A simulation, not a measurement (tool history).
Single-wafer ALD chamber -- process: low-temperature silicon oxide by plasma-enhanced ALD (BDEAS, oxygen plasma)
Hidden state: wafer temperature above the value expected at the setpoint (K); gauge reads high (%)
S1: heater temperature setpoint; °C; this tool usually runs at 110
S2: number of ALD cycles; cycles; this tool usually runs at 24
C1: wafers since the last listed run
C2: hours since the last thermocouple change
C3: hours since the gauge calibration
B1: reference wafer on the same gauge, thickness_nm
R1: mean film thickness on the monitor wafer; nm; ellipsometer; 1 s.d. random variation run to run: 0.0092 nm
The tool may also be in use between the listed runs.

run	day	S1	S2	C1	C2	C3	B1	R1
1	0	110	20	0	741.5	303.7	3.171	3.043
2	1.879	110	20	535	786.6	348.8	3.169	3.062
3	3.225	117	24	383	818.9	381.1	3.171	3.614
4	4.279	117	24	300	844.2	406.4	3.169	3.615
5	5.754	117	24	420	879.6	441.8	3.171	3.639
6	7.133	110	24	393	912.7	474.9	3.17	3.67
7	8.408	110	24	363	943.3	505.5	3.17	3.648
8	9.458	110	24	299	968.5	530.7	3.17	3.659
9	12.325	110	24	816	1037.3	599.5	3.169	3.641
10	14.812	110	24	708	1097	659.2	3.169	3.657
11	16.321	110	24	429	1133.2	695.4	3.172	3.666
12	19.267	110	25	839	1203.9	766.1	3.169	3.807
13	27.95	110	24	2474	1412.3	974.5	3.171	3.664
14	29.55	110	24	455	1450.7	1012.9	3.169	3.638
15	30.9	110	24	384	1483.1	1045.3	3.169	3.634
16	32.633	110	24	493	1524.7	1086.9	3.17	3.666
17	33.846	110	24	345	1553.8	1116	3.171	3.637
18	36.471	110	24	748	1616.8	1179	3.173	3.665
19	45.171	110	24	2479	1825.6	1387.8	3.168	3.642
20	47.608	117	20	694	1884.1	1446.3	3.17	3.006
21	54.175	121	24	1871	2041.7	1603.9	3.169	3.571
# day 55.596: thermocouple changed; heater temperature recalibrated
22	56.396	120	20	537	19.2	1657.2	3.17	3.027
23	57.492	122	24	312	45.5	1683.5	3.168	3.622
# day 57.579: gauge calibrated
24	60.175	122	24	764	109.9	62.3	3.171	3.601
25	63.175	110	24	854	181.9	134.3	3.169	3.687
26	64.925	95	24	498	223.9	176.3	3.168	3.782
27	67.371	118	22	696	282.6	235	3.172	3.327
28	68.421	101	19	299	307.8	260.2	3.17	2.95
29	69.688	110	24	360	338.2	290.6	3.169	3.67
30	71.471	123	26	508	381	333.4	3.171	3.895
31	79.875	110	24	2394	582.7	535.1	3.172	3.68
32	80.975	97	22	313	609.1	561.5	3.17	3.439
33	82.633	125	28	472	648.9	601.3	3.17	4.183
34	84.658	99	28	577	697.5	649.9	3.17	4.359
35	86.592	116	22	550	743.9	696.3	3.17	3.326
36	88.15	104	27	444	781.3	733.7	3.171	4.179
37	90.892	98	22	781	847.1	799.5	3.169	3.428
38	92.35	103	26	415	882.1	834.5	3.168	4.008

Branching from run 38: 4 alternative next runs. What would each branch give?
A	92.367	110	24	4	882.5	834.9	?	?
B	92.367	101	26	4	882.5	834.9	?	?
C	92.367	110	21	4	882.5	834.9	?	?
D	92.367	110	22	4	882.5	834.9	?	?

run	B1	R1
A	3.17	3.662
B	3.17	4.027
C	3.17	3.204
D	3.17	3.357
The same runs, with their run-to-run variation unchanged, on a tool lacking any hidden condition would have given:
run	R1
A	3.682
B	4.048
C	3.222
D	3.375
